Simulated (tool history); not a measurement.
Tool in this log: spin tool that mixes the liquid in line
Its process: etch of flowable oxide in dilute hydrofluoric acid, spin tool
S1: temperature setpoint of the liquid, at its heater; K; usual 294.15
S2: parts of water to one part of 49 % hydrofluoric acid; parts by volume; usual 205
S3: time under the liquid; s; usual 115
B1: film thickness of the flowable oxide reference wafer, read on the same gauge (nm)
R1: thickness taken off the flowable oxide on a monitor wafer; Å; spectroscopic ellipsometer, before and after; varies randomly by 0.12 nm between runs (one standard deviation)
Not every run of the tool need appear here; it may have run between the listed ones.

Run 1, hour 0.0: usual settings; B1 119.99. Result: R1 129.0 Å.
At hour 21.4: gauge calibrated.
Run 2, hour 46.7: usual settings but S2 130 parts by volume; B1 120.00. Result: R1 215.8 Å.
Run 3, hour 58.8: usual settings; B1 120.01. Result: R1 126.6 Å.
Run 4, hour 71.4: usual settings; B1 119.98. Result: R1 126.7 Å.
Run 5, hour 80.6: usual settings; B1 119.97. Result: R1 129.6 Å.
Run 6, hour 93.1: usual settings but S2 250 parts by volume; B1 120.01. Result: R1 99.6 Å.
Run 7, hour 101.4: usual settings but S2 250 parts by volume; B1 120.01. Result: R1 97.9 Å.
Run 8, hour 111.6: usual settings but S3 165 s; B1 120.00. Result: R1 182.2 Å.
Run 9, hour 120.9: usual settings but S2 265 parts by volume; B1 120.00. Result: R1 92.5 Å.
Run 10, hour 135.3: usual settings but S2 265 parts by volume; B1 120.03. Result: R1 91.6 Å.
At hour 143.1: hydrofluoric acid flow meter replaced.
Run 11, hour 151.3: usual settings but S2 265 parts by volume; B1 120.01. Result: R1 93.5 Å.
Run 12, hour 162.2: usual settings but S3 170 s; B1 120.00. Result: R1 186.5 Å.
Run 13, hour 175.8: usual settings but S1 296.15 K; B1 120.00. Result: R1 138.4 Å.
Run 14, hour 185.3: usual settings but S1 298.15 K, S2 175 parts by volume, S3 135 s; B1 120.00. Result: R1 213.3 Å.
Run 15, hour 197.4: usual settings; B1 119.99. Result: R1 129.0 Å.
Run 16, hour 206.3: usual settings; B1 119.99. Result: R1 125.6 Å.
Run 17, hour 222.8: usual settings but S2 140 parts by volume, S3 155 s; B1 120.00. Result: R1 268.6 Å.
At hour 226.8: thermometer replaced.
Run 18, hour 234.4: usual settings; B1 120.01. Result: R1 128.2 Å.
At hour 246.8: gauge calibrated.
Run 19, hour 251.7: usual settings but S1 298.15 K; B1 120.01. Result: R1 146.9 Å.
Run 20, hour 283.5: usual settings but S1 296.65 K, S2 300 parts by volume; B1 120.01. Result: R1 86.9 Å.
Run 21, hour 291.6: usual settings but S3 135 s; B1 120.00. Result: R1 149.0 Å.
Run 22, hour 304.3: usual settings but S3 140 s; B1 120.00. Result: R1 154.9 Å.
Run 23, hour 312.5: usual settings but S3 65 s; B1 119.99. Result: R1 71.6 Å.
Run 24, hour 319.5: usual settings but S2 160 parts by volume; B1 120.00. Result: R1 169.5 Å.
Run 25, hour 325.9: usual settings but S1 296.65 K, S3 165 s; B1 119.99. Result: R1 203.6 Å.
Run 26, hour 332.1: usual settings but S1 298.15 K, S2 140 parts by volume, S3 90 s; B1 119.99. Result: R1 186.1 Å.
Run 27, hour 340.9: usual settings but S1 298.15 K, S2 255 parts by volume, S3 180 s; B1 119.99. Result: R1 176.9 Å.

Predict each of these 5 candidate next runs independently; none follows another, all start after run 27:
Run A, hour 341.3: usual settings; B1 ?. Result: R1 ?.
Run B, hour 341.3: usual settings but S1 292.65 K, S2 140 parts by volume, S3 60 s; B1 ?. Result: R1 ?.
Run C, hour 341.3: usual settings but S2 115 parts by volume, S3 45 s; B1 ?. Result: R1 ?.
Run D, hour 341.3: usual settings but S3 50 s; B1 ?. Result: R1 ?.
Run E, hour 341.3: usual settings but S1 292.15 K, S2 145 parts by volume; B1 ?. Result: R1 ?.

run      B1     R1
  A  119.99  126.4
  B  119.99   97.3
  C  119.99   97.0
  D  119.99   55.0
  E  119.99  175.6
With the hidden condition removed and each run's random variation left untouched, the same runs would have given:
run     R1
  A  126.4
  B   97.3
  C   97.0
  D   55.0
  E  175.6

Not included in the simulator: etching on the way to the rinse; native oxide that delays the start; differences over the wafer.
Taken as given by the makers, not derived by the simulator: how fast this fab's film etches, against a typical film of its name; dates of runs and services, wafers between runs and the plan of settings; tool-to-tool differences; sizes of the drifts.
